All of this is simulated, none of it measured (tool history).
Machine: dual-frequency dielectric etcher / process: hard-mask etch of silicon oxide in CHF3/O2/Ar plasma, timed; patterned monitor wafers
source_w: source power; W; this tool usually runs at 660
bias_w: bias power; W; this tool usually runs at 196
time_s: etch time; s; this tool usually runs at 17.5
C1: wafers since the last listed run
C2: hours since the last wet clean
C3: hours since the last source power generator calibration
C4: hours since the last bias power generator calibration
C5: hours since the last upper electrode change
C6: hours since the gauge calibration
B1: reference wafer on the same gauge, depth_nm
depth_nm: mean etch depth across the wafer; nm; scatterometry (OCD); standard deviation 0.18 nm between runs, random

run 1 day=0.000 | source_w=660 bias_w=196 time_s=17.5 | C1=0 C2=170.2 C3=1723.3 C4=1333.5 C5=4894.8 C6=301.6 | B1=42.69 | depth_nm=38.90
run 2 day=0.896 | source_w=660 bias_w=196 time_s=17.5 | C1=210 C2=191.7 C3=1744.8 C4=1355.0 C5=4916.3 C6=323.1 | B1=42.72 | depth_nm=39.10
run 3 day=2.196 | source_w=660 bias_w=196 time_s=17.5 | C1=305 C2=222.9 C3=1776.0 C4=1386.2 C5=4947.5 C6=354.3 | B1=42.70 | depth_nm=39.37
run 4 day=2.817 | source_w=660 bias_w=196 time_s=17.5 | C1=146 C2=237.8 C3=1790.9 C4=1401.1 C5=4962.4 C6=369.2 | B1=42.71 | depth_nm=38.96
run 5 day=3.471 | source_w=660 bias_w=196 time_s=17.5 | C1=153 C2=253.5 C3=1806.6 C4=1416.8 C5=4978.1 C6=384.9 | B1=42.72 | depth_nm=38.92
run 6 day=4.238 | source_w=660 bias_w=196 time_s=17.5 | C1=180 C2=271.9 C3=1825.0 C4=1435.2 C5=4996.5 C6=403.3 | B1=42.67 | depth_nm=38.72
run 7 day=5.179 | source_w=560 bias_w=196 time_s=17.5 | C1=221 C2=294.5 C3=1847.6 C4=1457.8 C5=5019.1 C6=425.9 | B1=42.76 | depth_nm=37.33
run 8 day=6.225 | source_w=560 bias_w=196 time_s=17.5 | C1=246 C2=319.6 C3=1872.7 C4=1482.9 C5=5044.2 C6=451.0 | B1=42.75 | depth_nm=37.00
run 9 day=6.971 | source_w=560 bias_w=196 time_s=17.5 | C1=175 C2=337.5 C3=1890.6 C4=1500.8 C5=5062.1 C6=468.9 | B1=42.67 | depth_nm=36.88
-- day=8.196 wet clean of the chamber
run 10 day=8.217 | source_w=660 bias_w=196 time_s=17.5 | C1=57 C2=0.5 C3=1920.5 C4=1530.7 C5=5092.0 C6=498.8 | B1=42.68 | depth_nm=39.00
run 11 day=9.617 | source_w=660 bias_w=196 time_s=17.5 | C1=329 C2=34.1 C3=1954.1 C4=1564.3 C5=5125.6 C6=532.4 | B1=42.67 | depth_nm=38.96
run 12 day=10.533 | source_w=770 bias_w=196 time_s=17.5 | C1=215 C2=56.1 C3=1976.1 C4=1586.3 C5=5147.6 C6=554.4 | B1=42.69 | depth_nm=41.29
run 13 day=11.675 | source_w=770 bias_w=196 time_s=17.5 | C1=268 C2=83.5 C3=2003.5 C4=1613.7 C5=5175.0 C6=581.8 | B1=42.76 | depth_nm=41.19
run 14 day=12.358 | source_w=770 bias_w=196 time_s=17.5 | C1=160 C2=99.9 C3=2019.9 C4=1630.1 C5=5191.4 C6=598.2 | B1=42.69 | depth_nm=41.19
run 15 day=13.217 | source_w=660 bias_w=181 time_s=17.5 | C1=201 C2=120.5 C3=2040.5 C4=1650.7 C5=5212.0 C6=618.8 | B1=42.67 | depth_nm=38.18
-- day=13.646 source power generator calibrated
-- day=13.808 gauge calibrated
run 16 day=14.571 | source_w=660 bias_w=196 time_s=13.0 | C1=279 C2=153.0 C3=22.2 C4=1683.2 C5=5244.5 C6=18.3 | B1=42.73 | depth_nm=28.98
-- day=16.079 bias power generator calibrated
run 17 day=16.542 | source_w=560 bias_w=169 time_s=15.5 | C1=424 C2=200.3 C3=69.5 C4=11.1 C5=5291.8 C6=65.6 | B1=42.74 | depth_nm=31.66
-- day=17.958 upper electrode replaced
run 18 day=17.979 | source_w=730 bias_w=196 time_s=14.0 | C1=102 C2=234.8 C3=104.0 C4=45.6 C5=0.5 C6=100.1 | B1=42.72 | depth_nm=32.27
run 19 day=17.992 | source_w=660 bias_w=196 time_s=17.5 | C1=2 C2=235.1 C3=104.3 C4=45.9 C5=0.8 C6=100.4 | B1=42.66 | depth_nm=38.92
run 20 day=18.758 | source_w=660 bias_w=196 time_s=17.5 | C1=180 C2=253.5 C3=122.7 C4=64.3 C5=19.2 C6=118.8 | B1=42.73 | depth_nm=38.83
run 21 day=19.854 | source_w=760 bias_w=196 time_s=17.5 | C1=257 C2=279.8 C3=149.0 C4=90.6 C5=45.5 C6=145.1 | B1=42.70 | depth_nm=40.99
run 22 day=21.217 | source_w=790 bias_w=221 time_s=13.0 | C1=320 C2=312.5 C3=181.7 C4=123.3 C5=78.2 C6=177.8 | B1=42.69 | depth_nm=31.79
-- day=23.304 wet clean of the chamber
run 23 day=23.325 | source_w=600 bias_w=169 time_s=22.0 | C1=260 C2=0.5 C3=232.3 C4=173.9 C5=128.8 C6=228.4 | B1=42.70 | depth_nm=45.65
run 24 day=23.892 | source_w=660 bias_w=213 time_s=17.5 | C1=133 C2=14.1 C3=245.9 C4=187.5 C5=142.4 C6=242.0 | B1=42.74 | depth_nm=39.93
run 25 day=25.042 | source_w=560 bias_w=196 time_s=17.5 | C1=270 C2=41.7 C3=273.5 C4=215.1 C5=170.0 C6=269.6 | B1=42.72 | depth_nm=37.08
run 26 day=26.112 | source_w=770 bias_w=196 time_s=22.0 | C1=251 C2=67.4 C3=299.2 C4=240.8 C5=195.7 C6=295.3 | B1=42.78 | depth_nm=51.29
run 27 day=26.942 | source_w=660 bias_w=196 time_s=17.5 | C1=195 C2=87.3 C3=319.1 C4=260.7 C5=215.6 C6=315.2 | B1=42.64 | depth_nm=38.94
run 28 day=28.283 | source_w=620 bias_w=196 time_s=21.5 | C1=315 C2=119.5 C3=351.3 C4=292.9 C5=247.8 C6=347.4 | B1=42.68 | depth_nm=46.75
run 29 day=28.912 | source_w=660 bias_w=236 time_s=17.5 | C1=147 C2=134.6 C3=366.4 C4=308.0 C5=262.9 C6=362.5 | B1=42.79 | depth_nm=41.09
run 30 day=30.262 | source_w=560 bias_w=152 time_s=17.5 | C1=317 C2=167.0 C3=398.8 C4=340.4 C5=295.3 C6=394.9 | B1=42.65 | depth_nm=34.78

Exercise: give the hidden state of the tool at every run:
etch rate over this chamber's usual, %: 0, the same for each run
source power that arrives over what is set, %: 0, the same for each run
bias power that arrives over what is set, %: 0, the same for each run
gauge reads high (%): 0, the same for each run

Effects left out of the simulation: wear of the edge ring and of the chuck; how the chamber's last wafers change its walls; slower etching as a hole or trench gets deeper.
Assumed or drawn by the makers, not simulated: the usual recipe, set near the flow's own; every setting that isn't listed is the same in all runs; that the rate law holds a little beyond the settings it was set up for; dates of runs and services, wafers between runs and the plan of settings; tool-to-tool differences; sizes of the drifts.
